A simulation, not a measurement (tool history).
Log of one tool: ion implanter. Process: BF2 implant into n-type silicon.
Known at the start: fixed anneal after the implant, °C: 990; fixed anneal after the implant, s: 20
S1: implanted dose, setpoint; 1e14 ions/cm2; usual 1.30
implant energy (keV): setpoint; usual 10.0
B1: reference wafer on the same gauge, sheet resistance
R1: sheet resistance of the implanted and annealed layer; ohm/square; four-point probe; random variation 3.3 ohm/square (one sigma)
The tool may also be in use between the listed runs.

run 1 hour=0.0 | S1=1.30 implant_energy_(keV)=10.0 | B1=760.45 | R1=718.65
run 2 hour=42.3 | S1=1.30 implant_energy_(keV)=10.0 | B1=761.66 | R1=721.49
run 3 hour=86.5 | S1=1.30 implant_energy_(keV)=10.0 | B1=761.20 | R1=712.04
run 4 hour=126.5 | S1=1.30 implant_energy_(keV)=10.0 | B1=762.18 | R1=715.07
run 5 hour=165.0 | S1=1.52 implant_energy_(keV)=10.0 | B1=760.94 | R1=622.17
run 6 hour=202.9 | S1=1.52 implant_energy_(keV)=10.0 | B1=762.28 | R1=623.62
run 7 hour=227.2 | S1=1.52 implant_energy_(keV)=10.0 | B1=760.67 | R1=624.69
run 8 hour=281.5 | S1=1.30 implant_energy_(keV)=10.0 | B1=761.68 | R1=712.13
run 9 hour=326.7 | S1=1.30 implant_energy_(keV)=12.5 | B1=758.92 | R1=692.62
-- hour=374.6 extraction supply calibrated
run 10 hour=379.3 | S1=1.30 implant_energy_(keV)=10.0 | B1=760.15 | R1=706.81
run 11 hour=419.9 | S1=1.51 implant_energy_(keV)=7.5 | B1=761.02 | R1=652.60
run 12 hour=461.9 | S1=1.18 implant_energy_(keV)=9.0 | B1=760.62 | R1=775.20
run 13 hour=503.5 | S1=0.93 implant_energy_(keV)=8.0 | B1=762.12 | R1=948.38
run 14 hour=551.0 | S1=1.18 implant_energy_(keV)=9.0 | B1=760.92 | R1=761.31
-- hour=564.3 Faraday cup replaced and dose calibrated
-- hour=607.6 gauge calibrated
run 15 hour=719.0 | S1=1.59 implant_energy_(keV)=10.0 | B1=761.77 | R1=612.61
run 16 hour=784.8 | S1=1.30 implant_energy_(keV)=8.0 | B1=760.90 | R1=742.41

Forecast each of these 4 alternatives for the next run:
run A hour=785.2 | S1=1.51 implant_energy_(keV)=10.0 | B1=? | R1=?
run B hour=785.2 | S1=1.46 implant_energy_(keV)=12.5 | B1=? | R1=?
run C hour=785.2 | S1=1.55 implant_energy_(keV)=10.0 | B1=? | R1=?
run D hour=785.2 | S1=1.54 implant_energy_(keV)=7.5 | B1=? | R1=?

run=A B1=761.12 R1=641.34
run=B B1=761.12 R1=641.65
run=C B1=761.12 R1=627.58
run=D B1=761.12 R1=662.16
Without the tool's hidden state the same runs would have given:
run=A R1=644.30
run=B R1=644.77
run=C R1=630.47
run=D R1=664.93

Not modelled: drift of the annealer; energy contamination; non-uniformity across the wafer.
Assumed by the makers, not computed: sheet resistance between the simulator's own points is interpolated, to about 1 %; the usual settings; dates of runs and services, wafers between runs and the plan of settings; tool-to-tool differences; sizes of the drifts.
